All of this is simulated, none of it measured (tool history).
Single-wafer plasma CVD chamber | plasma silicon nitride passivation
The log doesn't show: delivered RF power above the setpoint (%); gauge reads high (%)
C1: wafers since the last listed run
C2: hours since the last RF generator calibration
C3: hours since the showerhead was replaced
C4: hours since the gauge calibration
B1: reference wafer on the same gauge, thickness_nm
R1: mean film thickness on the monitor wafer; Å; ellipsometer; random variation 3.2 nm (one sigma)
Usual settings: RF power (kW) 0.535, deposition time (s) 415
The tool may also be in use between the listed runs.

Run 1, day 0: usual settings but RF power (kW) 0.56, deposition time (s) 446; C1 0; C2 749.5; C3 5100.4; C4 69.3; B1 655.146. Result: R1 7419.03 Å.
Run 2, day 0.721: usual settings; C1 103; C2 766.8; C3 5117.7; C4 86.6; B1 654.792. Result: R1 6782.01 Å.
Run 3, day 1.288: usual settings but RF power (kW) 0.56; C1 81; C2 780.4; C3 5131.3; C4 100.2; B1 654.684. Result: R1 6895.74 Å.
Run 4, day 2.067: usual settings; C1 112; C2 799.1; C3 5150; C4 118.9; B1 654.998. Result: R1 6759.52 Å.
Run 5, day 2.754: usual settings; C1 98; C2 815.6; C3 5166.5; C4 135.4; B1 654.537. Result: R1 6776.21 Å.
Run 6, day 3.992: usual settings; C1 178; C2 845.3; C3 5196.2; C4 165.1; B1 655.611. Result: R1 6784.75 Å.
Run 7, day 4.704: usual settings; C1 102; C2 862.4; C3 5213.3; C4 182.2; B1 654.791. Result: R1 6788.09 Å.
Run 8, day 6.388: usual settings; C1 242; C2 902.8; C3 5253.7; C4 222.6; B1 654.64. Result: R1 6767.15 Å.
Run 9, day 7.162: usual settings; C1 111; C2 921.4; C3 5272.3; C4 241.2; B1 654.84. Result: R1 6769.77 Å.
Run 10, day 7.746: usual settings; C1 83; C2 935.4; C3 5286.3; C4 255.2; B1 654.767. Result: R1 6790.52 Å.
Run 11, day 8.4: usual settings; C1 94; C2 951.1; C3 5302; C4 270.9; B1 654.798. Result: R1 6762.72 Å.
Run 12, day 9.612: usual settings; C1 174; C2 980.2; C3 5331.1; C4 300; B1 654.56. Result: R1 6773.88 Å.
Run 13, day 10.238: usual settings; C1 89; C2 995.2; C3 5346.1; C4 315; B1 654.882. Result: R1 6819.09 Å.
Run 14, day 11.45: usual settings but deposition time (s) 482; C1 174; C2 1024.3; C3 5375.2; C4 344.1; B1 654.696. Result: R1 7851.6 Å.
Run 15, day 12.067: usual settings but deposition time (s) 382; C1 88; C2 1039.1; C3 5390; C4 358.9; B1 655.004. Result: R1 6244.64 Å.
At day 13.308: showerhead replaced.
Run 16, day 13.408: usual settings but RF power (kW) 0.595; C1 145; C2 1071.3; C3 2.4; C4 391.1; B1 655.088. Result: R1 7126.59 Å.
Run 17, day 14.892: usual settings but RF power (kW) 0.585, deposition time (s) 361; C1 213; C2 1106.9; C3 38; C4 426.7; B1 655.165. Result: R1 6116.82 Å.
Run 18, day 15.921: usual settings; C1 148; C2 1131.6; C3 62.7; C4 451.4; B1 654.687. Result: R1 6803.36 Å.
At day 16.996: RF generator calibrated.
Run 19, day 17.017: usual settings but RF power (kW) 0.58, deposition time (s) 352; C1 109; C2 0.5; C3 89; C4 477.7; B1 655.003. Result: R1 6003.41 Å.
Run 20, day 17.6: usual settings; C1 83; C2 14.5; C3 103; C4 491.7; B1 655.141. Result: R1 6737.27 Å.
At day 18.438: gauge calibrated.
Run 21, day 20.067: usual settings but RF power (kW) 0.64, deposition time (s) 359; C1 354; C2 73.7; C3 162.2; C4 39.1; B1 655.17. Result: R1 6374.63 Å.
Run 22, day 20.675: usual settings; C1 87; C2 88.3; C3 176.8; C4 53.7; B1 655.184. Result: R1 6800.43 Å.
Run 23, day 21.504: usual settings but RF power (kW) 0.46, deposition time (s) 437; C1 119; C2 108.2; C3 196.7; C4 73.6; B1 654.981. Result: R1 6558.54 Å.
Run 24, day 22.854: usual settings; C1 194; C2 140.6; C3 229.1; C4 106; B1 654.215. Result: R1 6740.69 Å.
Run 25, day 24.212: usual settings but RF power (kW) 0.5, deposition time (s) 481; C1 195; C2 173.2; C3 261.7; C4 138.6; B1 655.287. Result: R1 7550.95 Å.

3 ways to go on from here, each from the tool as it stands after run 25. What would each give?
Run A, day 24.233: usual settings; C1 2; C2 173.7; C3 262.2; C4 139.1; B1 ?. Result: R1 ?.
Run B, day 24.233: usual settings but RF power (kW) 0.505, deposition time (s) 478; C1 2; C2 173.7; C3 262.2; C4 139.1; B1 ?. Result: R1 ?.
Run C, day 24.233: usual settings but RF power (kW) 0.5, deposition time (s) 446; C1 2; C2 173.7; C3 262.2; C4 139.1; B1 ?. Result: R1 ?.

run       B1       R1
  A  654.858  6829.57
  B  654.858  7633.45
  C  654.858  7084.67
Without the tool's hidden state the same runs would have given:
run       R1
  A  6829.57
  B  7633.45
  C  7084.67
